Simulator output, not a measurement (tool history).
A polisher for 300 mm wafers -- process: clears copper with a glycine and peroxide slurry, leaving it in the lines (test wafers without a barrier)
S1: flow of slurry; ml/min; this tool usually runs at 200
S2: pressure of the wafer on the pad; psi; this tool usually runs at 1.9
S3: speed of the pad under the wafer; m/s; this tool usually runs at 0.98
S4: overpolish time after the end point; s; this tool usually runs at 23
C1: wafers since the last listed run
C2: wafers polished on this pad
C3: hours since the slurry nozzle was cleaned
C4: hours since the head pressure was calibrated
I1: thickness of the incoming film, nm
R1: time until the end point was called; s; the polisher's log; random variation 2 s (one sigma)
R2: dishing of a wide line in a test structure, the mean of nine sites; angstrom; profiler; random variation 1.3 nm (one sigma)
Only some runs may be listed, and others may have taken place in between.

run 1 hour=0 | S1=200 S2=1.9 S3=0.98 S4=23 | C1=0 C2=1288 C3=642.2 C4=668.7 | I1=493.9 | R1=155.6 R2=536
run 2 hour=36.3 | S1=200 S2=1.9 S3=0.98 S4=23 | C1=258 C2=1546 C3=678.5 C4=705 | I1=503.7 | R1=157.6 R2=540
-- hour=41.9 head pressure recalibrated
run 3 hour=102.4 | S1=200 S2=1.9 S3=0.98 S4=23 | C1=455 C2=2002 C3=744.6 C4=60.5 | I1=495.3 | R1=164.2 R2=536
-- hour=221.9 slurry nozzle cleaned
run 4 hour=399.9 | S1=200 S2=1.9 S3=0.98 S4=23 | C1=2107 C2=4109 C3=178 C4=358 | I1=500.4 | R1=150 R2=571
run 5 hour=506.9 | S1=200 S2=1.9 S3=0.98 S4=23 | C1=760 C2=4870 C3=285 C4=465 | I1=495.7 | R1=147.7 R2=558
-- hour=570 worn pad replaced by a new one
run 6 hour=572.2 | S1=245 S2=1.9 S3=0.98 S4=23 | C1=435 C2=15 C3=350.3 C4=530.3 | I1=509 | R1=129.1 R2=647
run 7 hour=631.6 | S1=200 S2=1.9 S3=0.98 S4=23 | C1=422 C2=437 C3=409.7 C4=589.7 | I1=500.9 | R1=141 R2=585
run 8 hour=711.9 | S1=200 S2=1.9 S3=0.98 S4=23 | C1=570 C2=1008 C3=490 C4=670 | I1=503.2 | R1=150 R2=578
run 9 hour=800.2 | S1=200 S2=1.9 S3=0.98 S4=23 | C1=627 C2=1636 C3=578.3 C4=758.3 | I1=499 | R1=147.6 R2=558
run 10 hour=868 | S1=200 S2=1.9 S3=0.98 S4=23 | C1=481 C2=2118 C3=646.1 C4=826.1 | I1=502.5 | R1=155.8 R2=541
run 11 hour=915.2 | S1=200 S2=1.9 S3=0.98 S4=23 | C1=335 C2=2453 C3=693.3 C4=873.3 | I1=503.2 | R1=154.5 R2=541
-- hour=942.5 head pressure recalibrated
run 12 hour=998.9 | S1=135 S2=1.9 S3=1.24 S4=23 | C1=580 C2=3034 C3=777 C4=56.4 | I1=492.7 | R1=147.9 R2=553
-- hour=1106.3 slurry nozzle cleaned
run 13 hour=1278.3 | S1=135 S2=1.9 S3=0.98 S4=30 | C1=1978 C2=5013 C3=172 C4=335.8 | I1=493.2 | R1=155 R2=658
run 14 hour=1325.9 | S1=130 S2=1.9 S3=0.98 S4=23 | C1=338 C2=5351 C3=219.6 C4=383.4 | I1=505.7 | R1=166.4 R2=523
-- hour=1344.8 worn pad replaced by a new one
run 15 hour=1422.3 | S1=270 S2=1.9 S3=0.98 S4=37 | C1=656 C2=550 C3=316 C4=479.8 | I1=497.9 | R1=134.6 R2=832
run 16 hour=1481.9 | S1=145 S2=2.2 S3=0.98 S4=10 | C1=423 C2=974 C3=375.6 C4=539.4 | I1=501.9 | R1=137.2 R2=285
run 17 hour=1572.2 | S1=200 S2=1.9 S3=0.98 S4=23 | C1=641 C2=1616 C3=465.9 C4=629.7 | I1=489.5 | R1=143 R2=547
run 18 hour=1640 | S1=200 S2=1.9 S3=0.98 S4=23 | C1=481 C2=2097 C3=533.7 C4=697.5 | I1=502.4 | R1=153.8 R2=559
run 19 hour=1693.2 | S1=200 S2=2.5 S3=0.86 S4=23 | C1=378 C2=2476 C3=586.9 C4=750.7 | I1=494.3 | R1=136.9 R2=620
-- hour=1702.5 head pressure recalibrated
run 20 hour=1769.8 | S1=245 S2=1.9 S3=1.16 S4=10 | C1=530 C2=3006 C3=663.5 C4=67.3 | I1=498.9 | R1=135.2 R2=294
run 21 hour=1805.9 | S1=200 S2=1.9 S3=0.98 S4=23 | C1=256 C2=3262 C3=699.6 C4=103.4 | I1=498.1 | R1=159 R2=540
run 22 hour=1869.8 | S1=200 S2=1.9 S3=1.08 S4=16 | C1=454 C2=3717 C3=763.5 C4=167.3 | I1=491.9 | R1=144.5 R2=405
-- hour=1924 slurry nozzle cleaned
-- hour=2105 worn pad replaced by a new one
run 23 hour=2118.5 | S1=200 S2=1.9 S3=0.98 S4=23 | C1=1732 C2=96 C3=194.5 C4=416 | I1=492.6 | R1=135.9 R2=610
run 24 hour=2181.6 | S1=200 S2=1.9 S3=0.98 S4=23 | C1=448 C2=544 C3=257.6 C4=479.1 | I1=509.7 | R1=141.1 R2=583
run 25 hour=2247.9 | S1=265 S2=1.9 S3=0.98 S4=29 | C1=471 C2=1015 C3=323.9 C4=545.4 | I1=491 | R1=137.1 R2=714
run 26 hour=2321.6 | S1=200 S2=2.5 S3=1.2 S4=23 | C1=523 C2=1539 C3=397.6 C4=619.1 | I1=497.3 | R1=101.2 R2=770
run 27 hour=2371.1 | S1=145 S2=1.9 S3=1.2 S4=17 | C1=351 C2=1891 C3=447.1 C4=668.6 | I1=495.4 | R1=132.2 R2=485
run 28 hour=2425.5 | S1=145 S2=1.7 S3=0.98 S4=15 | C1=386 C2=2278 C3=501.5 C4=723 | I1=501.3 | R1=176.2 R2=321
run 29 hour=2485.8 | S1=200 S2=1.9 S3=0.98 S4=23 | C1=428 C2=2706 C3=561.8 C4=783.3 | I1=499.4 | R1=154.4 R2=556
run 30 hour=2550.7 | S1=200 S2=1.9 S3=1.3 S4=23 | C1=461 C2=3167 C3=626.7 C4=848.2 | I1=498.6 | R1=125 R2=641
-- hour=2570.6 head pressure recalibrated
run 31 hour=2646 | S1=150 S2=1.5 S3=0.84 S4=13 | C1=663 C2=3831 C3=722 C4=75.4 | I1=499.3 | R1=234.5 R2=235
run 32 hour=2700 | S1=200 S2=2.3 S3=0.7 S4=23 | C1=383 C2=4214 C3=776 C4=129.4 | I1=493.8 | R1=186 R2=467
-- hour=2702 slurry nozzle cleaned
run 33 hour=2753.1 | S1=200 S2=1.3 S3=0.98 S4=23 | C1=370 C2=4585 C3=51.1 C4=182.5 | I1=496.8 | R1=195 R2=447

Hidden state, per run?
deviation of the head's pressure from its setpoint, %: 0, the same for each run
H1: removal rate lost through wear of the pad, %
H2: slurry flow missing at the pad, %
run=1 H1=6.79 H2=31.7
run=2 H1=7.53 H2=34.7
run=3 H1=8.65 H2=40.4
run=4 H1=11.3 H2=2.56
run=5 H1=11.8 H2=5.6
run=6 H1=0.163 H2=8.14
run=7 H1=2.43 H2=10.9
run=8 H1=4.8 H2=15.3
run=9 H1=6.7 H2=21.1
run=10 H1=7.8 H2=26.2
run=11 H1=8.41 H2=30.1
run=12 H1=9.26 H2=37.6
run=13 H1=10.8 H2=2.41
run=14 H1=10.9 H2=3.55
run=15 H1=3.07 H2=6.72
run=16 H1=4.79 H2=9.24
run=17 H1=6.76 H2=13.9
run=18 H1=7.87 H2=18.1
run=19 H1=8.56 H2=21.7
run=20 H1=9.34 H2=27.6
run=21 H1=9.64 H2=30.6
run=22 H1=10.1 H2=36.3
run=23 H1=1.05 H2=6.18
run=24 H1=3.34 H2=7.93
run=25 H1=5.24 H2=10.3
run=26 H1=6.87 H2=13.6
run=27 H1=7.73 H2=16.1
run=28 H1=8.52 H2=19.3
run=29 H1=9.22 H2=23.2
run=30 H1=9.82 H2=27.9
run=31 H1=10.5 H2=35.8
run=32 H1=10.8 H2=40.8
run=33 H1=11 H2=6.5
